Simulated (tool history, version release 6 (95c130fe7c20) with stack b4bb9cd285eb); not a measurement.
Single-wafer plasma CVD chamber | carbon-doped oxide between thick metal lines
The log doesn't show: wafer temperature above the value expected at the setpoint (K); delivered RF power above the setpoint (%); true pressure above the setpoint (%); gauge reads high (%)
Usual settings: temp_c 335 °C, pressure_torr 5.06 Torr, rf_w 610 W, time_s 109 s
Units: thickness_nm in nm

| run | hour | temp_c | pressure_torr | rf_w | time_s | wafers since the last listed run | hours since the last thermocouple change | hours since the last RF generator calibration | hours since the last manometer calibration | hours since the showerhead was replaced | hours since the gauge calibration | read-back reference wafer on the same gauge, thickness_nm | thickness_nm |
|---|---|---|---|---|---|---|---|---|---|---|---|---|---|
| 1 | 0 | 335 | 5.06 | 610 | 109 | 0 | 2228.7 | 1926 | 1406.8 | 6027.5 | 261.4 | 571.514 | 610.691 |
| 2 | 26.5 | 335 | 5.06 | 610 | 109 | 343 | 2255.2 | 1952.5 | 1433.3 | 6054 | 287.9 | 571.014 | 611.774 |
| 3 | 44.5 | 335 | 5.06 | 610 | 109 | 233 | 2273.2 | 1970.5 | 1451.3 | 6072 | 305.9 | 570.828 | 614.257 |
| 4 | 58.3 | 335 | 5.06 | 540 | 109 | 178 | 2287 | 1984.3 | 1465.1 | 6085.8 | 319.7 | 571.121 | 549.073 |
| 5 | 90.6 | 329 | 5.06 | 610 | 109 | 418 | 2319.3 | 2016.6 | 1497.4 | 6118.1 | 352 | 571.522 | 617.142 |
| 6 | 111.9 | 329 | 5.06 | 610 | 109 | 275 | 2340.6 | 2037.9 | 1518.7 | 6139.4 | 373.3 | 571.554 | 621.893 |
| 7 | 125.6 | 329 | 5.06 | 610 | 109 | 177 | 2354.3 | 2051.6 | 1532.4 | 6153.1 | 387 | 570.637 | 615.426 |
| 8 | 142 | 335 | 5.06 | 610 | 109 | 212 | 2370.7 | 2068 | 1548.8 | 6169.5 | 403.4 | 570.743 | 616.431 |
| 9 | 164 | 335 | 5.06 | 610 | 109 | 284 | 2392.7 | 2090 | 1570.8 | 6191.5 | 425.4 | 571.066 | 610.092 |
| 10 | 178.4 | 335 | 5.06 | 700 | 109 | 186 | 2407.1 | 2104.4 | 1585.2 | 6205.9 | 439.8 | 570.356 | 689.431 |
|  | 200.7 | showerhead replaced |
| 11 | 210.8 | 335 | 5.06 | 700 | 109 | 315 | 2439.5 | 2136.8 | 1617.6 | 10.1 | 472.2 | 571.027 | 685.975 |
| 12 | 228.2 | 335 | 5.06 | 700 | 109 | 225 | 2456.9 | 2154.2 | 1635 | 27.5 | 489.6 | 571.261 | 687.311 |
| 13 | 244.4 | 335 | 5.06 | 610 | 109 | 209 | 2473.1 | 2170.4 | 1651.2 | 43.7 | 505.8 | 570.471 | 612.735 |
| 14 | 280.3 | 344 | 6.05 | 660 | 95 | 464 | 2509 | 2206.3 | 1687.1 | 79.6 | 541.7 | 571.268 | 565.173 |
|  | 303.5 | capacitance manometer re-zeroed and calibrated |
| 15 | 304 | 342 | 6.23 | 535 | 97 | 203 | 2532.7 | 2230 | 0.5 | 103.3 | 565.4 | 570.493 | 480.077 |
| 16 | 320.1 | 335 | 5.06 | 650 | 122 | 208 | 2548.8 | 2246.1 | 16.6 | 119.4 | 581.5 | 571.622 | 721.816 |
|  | 340.4 | gauge calibrated |
| 17 | 354.5 | 335 | 5.06 | 610 | 98 | 445 | 2583.2 | 2280.5 | 51 | 153.8 | 14.1 | 571.627 | 550.698 |
| 18 | 373.2 | 335 | 5.06 | 505 | 109 | 242 | 2601.9 | 2299.2 | 69.7 | 172.5 | 32.8 | 571.345 | 501.727 |
| 19 | 404.4 | 335 | 5.06 | 610 | 109 | 403 | 2633.1 | 2330.4 | 100.9 | 203.7 | 64 | 571.337 | 606.596 |
|  | 418.9 | thermocouple changed; heater temperature recalibrated |
| 20 | 440 | 344 | 5.06 | 510 | 129 | 357 | 21.1 | 2366 | 136.5 | 239.3 | 99.6 | 570.909 | 587.393 |
|  | 465.3 | RF generator calibrated |
| 21 | 475.3 | 321 | 4 | 610 | 117 | 353 | 56.4 | 10 | 171.8 | 274.6 | 134.9 | 570.928 | 703.631 |
| 22 | 493.1 | 335 | 4.07 | 665 | 123 | 230 | 74.2 | 27.8 | 189.6 | 292.4 | 152.7 | 570.426 | 761.776 |
| 23 | 511.3 | 335 | 5.06 | 695 | 124 | 235 | 92.4 | 46 | 207.8 | 310.6 | 170.9 | 571.143 | 814.446 |
| 24 | 543.4 | 335 | 5.06 | 610 | 109 | 415 | 124.5 | 78.1 | 239.9 | 342.7 | 203 | 570.329 | 641.473 |
| 25 | 569 | 325 | 5.06 | 665 | 109 | 331 | 150.1 | 103.7 | 265.5 | 368.3 | 228.6 | 571.942 | 709.314 |
| 26 | 585.5 | 335 | 6.22 | 610 | 96 | 213 | 166.6 | 120.2 | 282 | 384.8 | 245.1 | 571.267 | 574.405 |
| 27 | 615.3 | 335 | 4.07 | 665 | 123 | 385 | 196.4 | 150 | 311.8 | 414.6 | 274.9 | 570.96 | 757.907 |

3 ways to go on from here, each from the tool as it stands after run 27. What would each give?
| A | 615.7 | 335 | 5.06 | 610 | 109 | 5 | 196.8 | 150.4 | 312.2 | 415 | 275.3 | ? | ? |
| B | 615.7 | 335 | 5.06 | 665 | 90 | 5 | 196.8 | 150.4 | 312.2 | 415 | 275.3 | ? | ? |
| C | 615.7 | 335 | 5.54 | 610 | 109 | 5 | 196.8 | 150.4 | 312.2 | 415 | 275.3 | ? | ? |

| run | read-back reference wafer on the same gauge, thickness_nm | thickness_nm |
|---|---|---|
| A | 571.227 | 636.733 |
| B | 571.227 | 566.114 |
| C | 571.227 | 642.821 |
Without the tool's hidden state the same runs would have given:
| run | thickness_nm |
|---|---|
| A | 653.632 |
| B | 580.706 |
| C | 659.882 |
